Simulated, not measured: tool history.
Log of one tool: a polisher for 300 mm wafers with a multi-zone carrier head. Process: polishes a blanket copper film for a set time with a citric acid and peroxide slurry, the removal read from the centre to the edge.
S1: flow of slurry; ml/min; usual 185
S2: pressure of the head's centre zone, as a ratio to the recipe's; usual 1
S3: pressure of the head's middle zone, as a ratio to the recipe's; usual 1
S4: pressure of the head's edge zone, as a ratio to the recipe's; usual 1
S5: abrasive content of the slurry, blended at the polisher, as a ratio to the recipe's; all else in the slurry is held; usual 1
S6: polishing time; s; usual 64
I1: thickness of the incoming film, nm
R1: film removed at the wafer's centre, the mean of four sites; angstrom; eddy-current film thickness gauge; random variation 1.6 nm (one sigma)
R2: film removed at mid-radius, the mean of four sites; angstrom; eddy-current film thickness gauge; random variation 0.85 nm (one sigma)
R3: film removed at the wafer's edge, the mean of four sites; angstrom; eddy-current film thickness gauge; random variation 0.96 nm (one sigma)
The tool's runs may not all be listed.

| run | hour | S1 | S2 | S3 | S4 | S5 | S6 | I1 | R1 | R2 | R3 |
|---|---|---|---|---|---|---|---|---|---|---|---|
| 1 | 0 | 185 | 1 | 0.97 | 1 | 1 | 64 | 713.7 | 1200 | 1190 | 1226 |
| 2 | 33.9 | 185 | 1 | 1 | 1 | 1 | 64 | 713.7 | 1175 | 1178 | 1188 |
|  | 46.7 | worn pad replaced by a new one |
|  | 67.3 | slurry nozzle cleaned |
|  | 103.7 | centre zone pressure recalibrated |
| 3 | 131.7 | 185 | 1 | 1 | 1 | 1 | 64 | 722.8 | 1230 | 1257 | 1240 |
| 4 | 162.9 | 185 | 1 | 1 | 1 | 1 | 64 | 709.4 | 1259 | 1239 | 1247 |
| 5 | 217.6 | 185 | 0.92 | 1 | 1 | 1 | 64 | 724.2 | 1117 | 1221 | 1240 |
|  | 226 | edge zone pressure recalibrated |
|  | 264.9 | slurry nozzle cleaned |
|  | 273.9 | worn pad replaced by a new one |
| 6 | 319 | 185 | 1 | 1 | 1 | 0.75 | 64 | 722.1 | 1161 | 1170 | 1204 |
| 7 | 338.4 | 185 | 1 | 0.97 | 1 | 1 | 64 | 708 | 1262 | 1226 | 1250 |
| 8 | 371.6 | 185 | 1 | 0.97 | 1 | 1 | 64 | 706.7 | 1232 | 1202 | 1250 |
| 9 | 385.3 | 185 | 1 | 1 | 1 | 1 | 64 | 715 | 1208 | 1214 | 1230 |
| 10 | 415.6 | 215 | 1.09 | 1 | 1 | 1 | 64 | 709.5 | 1340 | 1236 | 1257 |
| 11 | 433.3 | 185 | 1.05 | 0.94 | 1.09 | 1 | 64 | 726.1 | 1244 | 1143 | 1293 |
| 12 | 457.7 | 185 | 1 | 1 | 1 | 1 | 64 | 720 | 1154 | 1180 | 1206 |
|  | 472.9 | slurry nozzle cleaned |
|  | 505.6 | worn pad replaced by a new one |
| 13 | 518.6 | 140 | 1 | 1.11 | 1 | 1 | 64 | 705.7 | 1189 | 1284 | 1211 |
| 14 | 537.8 | 185 | 1 | 1 | 1 | 1 | 64 | 722.9 | 1246 | 1242 | 1255 |
| 15 | 570.3 | 185 | 1 | 1 | 1 | 1 | 64 | 710.8 | 1248 | 1231 | 1250 |
| 16 | 604.9 | 185 | 0.97 | 1 | 0.93 | 1 | 76 | 725.2 | 1420 | 1456 | 1417 |
|  | 627.7 | centre zone pressure recalibrated |
| 17 | 628.2 | 225 | 1 | 1.11 | 0.93 | 0.8 | 64 | 722.4 | 1202 | 1310 | 1159 |
| 18 | 647.8 | 220 | 0.95 | 1 | 0.91 | 1 | 46 | 706.9 | 832 | 894 | 854 |
| 19 | 666.1 | 220 | 1.06 | 0.89 | 1 | 1 | 42 | 710.9 | 841 | 737 | 816 |
| 20 | 690.8 | 185 | 1 | 1.04 | 1 | 1 | 64 | 703.6 | 1123 | 1192 | 1199 |
|  | 707.4 | worn pad replaced by a new one |
|  | 716.8 | slurry nozzle cleaned |
| 21 | 718 | 185 | 1 | 1 | 1.11 | 1 | 64 | 721.4 | 1238 | 1241 | 1337 |

Forecast each of these 4 alternatives for the next run:
| A | 718.4 | 240 | 1 | 1 | 1 | 1 | 64 | 710.2 | ? | ? | ? |
| B | 718.4 | 185 | 0.9 | 1 | 1 | 1 | 64 | 710.2 | ? | ? | ? |
| C | 718.4 | 185 | 1 | 1 | 1.08 | 1 | 64 | 710.2 | ? | ? | ? |
| D | 718.4 | 185 | 1 | 1 | 1 | 1.15 | 64 | 710.2 | ? | ? | ? |

| run | R1 | R2 | R3 |
|---|---|---|---|
| A | 1265 | 1294 | 1296 |
| B | 1096 | 1251 | 1265 |
| C | 1219 | 1251 | 1314 |
| D | 1252 | 1285 | 1300 |
Without the tool's hidden state the same runs would have given:
| run | R1 | R2 | R3 |
|---|---|---|---|
| A | 1276 | 1303 | 1304 |
| B | 1107 | 1263 | 1273 |
| C | 1232 | 1262 | 1323 |
| D | 1266 | 1298 | 1309 |
